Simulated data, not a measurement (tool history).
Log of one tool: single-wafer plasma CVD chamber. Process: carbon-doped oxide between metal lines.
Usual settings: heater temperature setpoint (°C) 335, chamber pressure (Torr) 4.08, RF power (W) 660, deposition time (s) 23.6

run   hour  heater temperature setpoint (°C)  chamber pressure (Torr)  RF power (W)  deposition time (s)  read-back reference wafer on the same gauge, thickness_nm  mean film thickness on the monitor wafer (nm)
  1    0.0                               335                     4.08           660                 23.6                                                    140.033                                        153.739
  2   17.0                               335                     4.08           660                 23.6                                                    139.938                                        152.719
  3   28.5                               335                     4.08           660                 23.6                                                    139.911                                        153.810
      36.8  -- capacitance manometer re-zeroed and calibrated
  4   42.7                               335                     4.08           660                 23.6                                                    140.022                                        154.172
  5   56.2                               335                     4.08           660                 23.6                                                    139.950                                        153.148
  6   70.2                               335                     4.08           660                 23.6                                                    140.065                                        153.626
  7   78.2                               335                     4.08           765                 23.6                                                    139.927                                        168.857
  8   86.3                               322                     4.08           545                 22.2                                                    140.003                                        133.071
      95.4  -- gauge calibrated
  9   99.7                               348                     3.20           535                 20.7                                                    140.072                                        111.275
 10  109.5                               320                     4.08           625                 26.8                                                    139.900                                        176.546
 11  116.6                               349                     5.00           785                 27.5                                                    139.999                                        196.369
     125.8  -- showerhead replaced
 12  134.4                               335                     4.08           660                 23.6                                                    140.000                                        154.825
 13  146.9                               335                     4.08           660                 23.6                                                    139.997                                        152.332
 14  155.1                               328                     4.43           660                 23.6                                                    140.059                                        157.807
 15  171.8                               335                     3.51           660                 28.1                                                    139.956                                        179.952
 16  185.0                               335                     4.08           660                 23.6                                                    140.023                                        153.693
 17  195.2                               335                     4.08           660                 19.4                                                    140.102                                        127.478
 18  212.1                               335                     4.08           600                 23.6                                                    139.947                                        144.312
 19  222.0                               328                     3.25           660                 23.6                                                    139.999                                        154.043
 20  228.7                               323                     4.08           660                 23.6                                                    140.047                                        160.367
 21  238.8                               350                     4.61           580                 25.7                                                    140.010                                        149.575
 22  245.5                               328                     4.08           660                 19.8                                                    139.958                                        132.326
 23  252.7                               329                     4.49           660                 23.6                                                    139.908                                        157.566
 24  268.0                               335                     4.08           660                 23.6                                                    139.998                                        154.381

Run 25 comes next. What will it give?
 25  277.4                               346                     3.45           660                 23.6                                                          ?                                              ?

{"run 25": {"read-back reference wafer on the same gauge, thickness_nm": 140.002, "mean film thickness on the monitor wafer (nm)": 146.192}}
Without the tool's hidden state the same run would have given mean film thickness on the monitor wafer (nm) 146.192.
